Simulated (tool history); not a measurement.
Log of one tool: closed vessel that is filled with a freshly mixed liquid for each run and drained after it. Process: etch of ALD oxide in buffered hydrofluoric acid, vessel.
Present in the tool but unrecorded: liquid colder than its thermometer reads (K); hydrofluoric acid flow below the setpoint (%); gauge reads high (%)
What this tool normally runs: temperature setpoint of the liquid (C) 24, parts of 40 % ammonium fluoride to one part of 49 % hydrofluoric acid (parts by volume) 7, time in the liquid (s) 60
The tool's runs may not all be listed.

run	day	temperature setpoint of the liquid (C)	parts of 40 % ammonium fluoride to one part of 49 % hydrofluoric acid (parts by volume)	time in the liquid (s)	wafers since the last listed run	hours since the thermometer was replaced	hours since the hydrofluoric acid flow meter was replaced	hours since the gauge calibration	read-back film thickness of the ALD oxide reference wafer, read on the same gauge (nm)	thickness taken off the ALD oxide on a monitor wafer (nm)
1	0	24	7	60	0	2074.4	1776.4	1.6	89.96	173.32
2	0.45	24	7	60	1263	2085.2	1787.2	12.4	90	172.01
3	0.867	24	7	60	1170	2095.2	1797.2	22.4	90	172.68
4	1.129	24	7	60	737	2101.5	1803.5	28.7	90.04	172.78
5	1.462	24	7	60	936	2109.5	1811.5	36.7	90	172.06
6	1.929	24	7	60	1310	2120.7	1822.7	47.9	89.93	171.75
7	2.4	21.5	5	60	1322	2132	1834	59.2	90.02	205.25
8	2.871	21.5	5	60	1322	2143.3	1845.3	70.5	89.97	204.89
9	3.375	24	7	70	1415	2155.4	1857.4	82.6	89.98	199.41
10	4.117	24	7	70	2082	2173.2	1875.2	100.4	89.96	199.8
11	4.521	24	6	60	1135	2182.9	1884.9	110.1	90.02	201.98
12	4.883	24	6	60	1018	2191.6	1893.6	118.8	89.99	200.37
# day 5.112: thermometer replaced
13	5.625	21	9	30	1965	12.3	1911.4	136.6	90.02	57.84
14	6.125	26.5	7	60	1404	24.3	1923.4	148.6	89.97	194.85
15	6.538	22.5	7	90	1158	34.2	1933.3	158.5	89.98	233.9
# day 6.758: gauge calibrated
16	6.992	24	7	70	1275	45.1	1944.2	5.6	89.99	197.34
# day 8.542: hydrofluoric acid flow meter replaced
17	9.121	28	5	90	5862	96.2	13.9	56.7	90.02	482.27
18	9.467	21	9	35	971	104.5	22.2	65	89.93	73.45
19	9.804	24	7	60	947	112.6	30.3	73.1	89.97	194.8
20	10.267	24	7	60	1298	123.7	41.4	84.2	90.01	194.28
21	10.688	24	7	60	1181	133.8	51.5	94.3	90	195.4
22	11.004	21	7	60	889	141.4	59.1	101.9	90.01	166.43
23	11.308	24	7	50	854	148.7	66.4	109.2	89.99	161.81
24	11.854	22.5	9.5	30	1532	161.8	79.5	122.3	89.99	66.44

Below are 4 alternative next runs, each starting from the tool's condition after run 24. Predict each:
A	11.883	24	7	60	81	162.5	80.2	123	?	?
B	11.883	27.5	7	30	81	162.5	80.2	123	?	?
C	11.883	24	5	60	81	162.5	80.2	123	?	?
D	11.883	28.5	7	80	81	162.5	80.2	123	?	?

run	read-back film thickness of the ALD oxide reference wafer, read on the same gauge (nm)	thickness taken off the ALD oxide on a monitor wafer (nm)
A	89.99	194.2
B	89.99	117.23
C	89.99	259.41
D	89.99	329.64
Without the tool's unlogged condition, the same runs would have read:
run	thickness taken off the ALD oxide on a monitor wafer (nm)
A	195.76
B	118.17
C	261.03
D	332.27

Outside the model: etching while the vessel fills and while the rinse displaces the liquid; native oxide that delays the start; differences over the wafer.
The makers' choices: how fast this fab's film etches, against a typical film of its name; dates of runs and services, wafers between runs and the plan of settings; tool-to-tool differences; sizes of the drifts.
